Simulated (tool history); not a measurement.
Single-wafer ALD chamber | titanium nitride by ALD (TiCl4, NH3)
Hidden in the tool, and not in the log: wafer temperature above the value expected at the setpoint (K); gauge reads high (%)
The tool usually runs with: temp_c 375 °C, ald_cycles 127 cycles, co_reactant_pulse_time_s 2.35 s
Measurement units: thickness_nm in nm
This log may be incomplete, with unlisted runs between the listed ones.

run,hour,temp_c,ald_cycles,co_reactant_pulse_time_s,wafers since the last listed run,hours since the last thermocouple change,hours since the showerhead was replaced,hours since the gauge calibration,"read-back reference wafer on the same gauge, thickness_nm",thickness_nm
1,0.0,375,127,2.35,0,832.7,7580.6,268.6,3.027,2.594
2,21.5,375,127,2.35,41,854.2,7602.1,290.1,3.027,2.613
3,36.2,375,127,2.35,28,868.9,7616.8,304.8,3.029,2.610
4,56.4,375,127,1.70,38,889.1,7637.0,325.0,3.030,2.571
5,91.0,375,110,2.35,66,923.7,7671.6,359.6,3.033,2.257
6,109.5,375,110,2.35,35,942.2,7690.1,378.1,3.034,2.257
7,135.9,375,127,2.35,50,968.6,7716.5,404.5,3.034,2.609
8,171.1,375,127,2.35,67,1003.8,7751.7,439.7,3.034,2.607
9,191.4,375,117,2.35,38,1024.1,7772.0,460.0,3.038,2.407
10,225.4,375,127,2.35,65,1058.1,7806.0,494.0,3.039,2.609
11,242.5,375,127,2.35,32,1075.2,7823.1,511.1,3.037,2.610
12,277.9,375,127,2.35,67,1110.6,7858.5,546.5,3.039,2.619
# hour 286.0: gauge calibrated
13,295.1,375,127,2.06,33,1127.8,7875.7,9.1,2.957,2.538
14,316.4,375,127,2.06,40,1149.1,7897.0,30.4,2.967,2.531
15,332.6,378,127,2.35,31,1165.3,7913.2,46.6,2.970,2.568
16,366.4,375,127,2.35,64,1199.1,7947.0,80.4,2.981,2.568
17,391.5,375,127,2.35,48,1224.2,7972.1,105.5,2.986,2.570
# hour 417.9: showerhead replaced
18,422.6,375,127,2.35,44,1255.3,4.7,136.6,2.992,2.571
19,441.8,389,147,3.02,36,1274.5,23.9,155.8,2.995,3.041
20,461.9,381,118,2.35,38,1294.6,44.0,175.9,2.998,2.418
21,564.3,368,112,2.35,196,1397.0,146.4,278.3,3.011,2.260
22,589.0,386,134,3.16,47,1421.7,171.1,303.0,3.013,2.796
23,615.2,366,127,1.90,50,1447.9,197.3,329.2,3.015,2.531
24,628.9,375,127,2.35,26,1461.6,211.0,342.9,3.016,2.586
25,659.1,388,147,2.68,57,1491.8,241.2,373.1,3.016,3.030
26,689.5,361,127,2.35,58,1522.2,271.6,403.5,3.019,2.544
27,718.8,367,106,3.20,56,1551.5,300.9,432.8,3.021,2.179
28,747.2,379,151,3.16,54,1579.9,329.3,461.2,3.022,3.139
29,773.1,383,127,1.85,49,1605.8,355.2,487.1,3.023,2.593
30,788.9,380,119,3.13,30,1621.6,371.0,502.9,3.022,2.482
# hour 798.9: gauge calibrated
# hour 829.5: thermocouple changed; heater temperature recalibrated
31,830.0,381,144,2.06,63,0.5,412.1,31.1,2.967,2.886
32,849.0,375,146,2.35,36,19.5,431.1,50.1,2.972,2.959
33,862.4,375,127,2.04,25,32.9,444.5,63.5,2.979,2.560
34,893.1,368,112,2.35,58,63.6,475.2,94.2,2.984,2.241
35,918.4,381,127,2.35,48,88.9,500.5,119.5,2.992,2.589
36,950.7,375,127,2.35,61,121.2,532.8,151.8,2.996,2.573
37,976.8,381,140,1.89,50,147.3,558.9,177.9,3.001,2.834
38,999.3,375,127,2.35,43,169.8,581.4,200.4,3.004,2.582
39,1034.0,388,114,1.92,66,204.5,616.1,235.1,3.009,2.330
40,1056.1,363,127,2.35,42,226.6,638.2,257.2,3.012,2.557

Branching from run 40: 4 alternative next runs. What would each branch give?
A,1056.8,389,127,2.35,1,227.3,638.9,257.9,?,?
B,1056.8,385,116,1.67,1,227.3,638.9,257.9,?,?
C,1056.8,385,141,3.05,1,227.3,638.9,257.9,?,?
D,1056.8,368,127,1.89,1,227.3,638.9,257.9,?,?

run,"read-back reference wafer on the same gauge, thickness_nm",thickness_nm
A,3.009,2.607
B,3.009,2.344
C,3.009,2.914
D,3.009,2.529
The same runs, with their run-to-run variation unchanged, on a tool lacking any hidden condition would have given:
run,thickness_nm
A,2.564
B,2.305
C,2.866
D,2.487
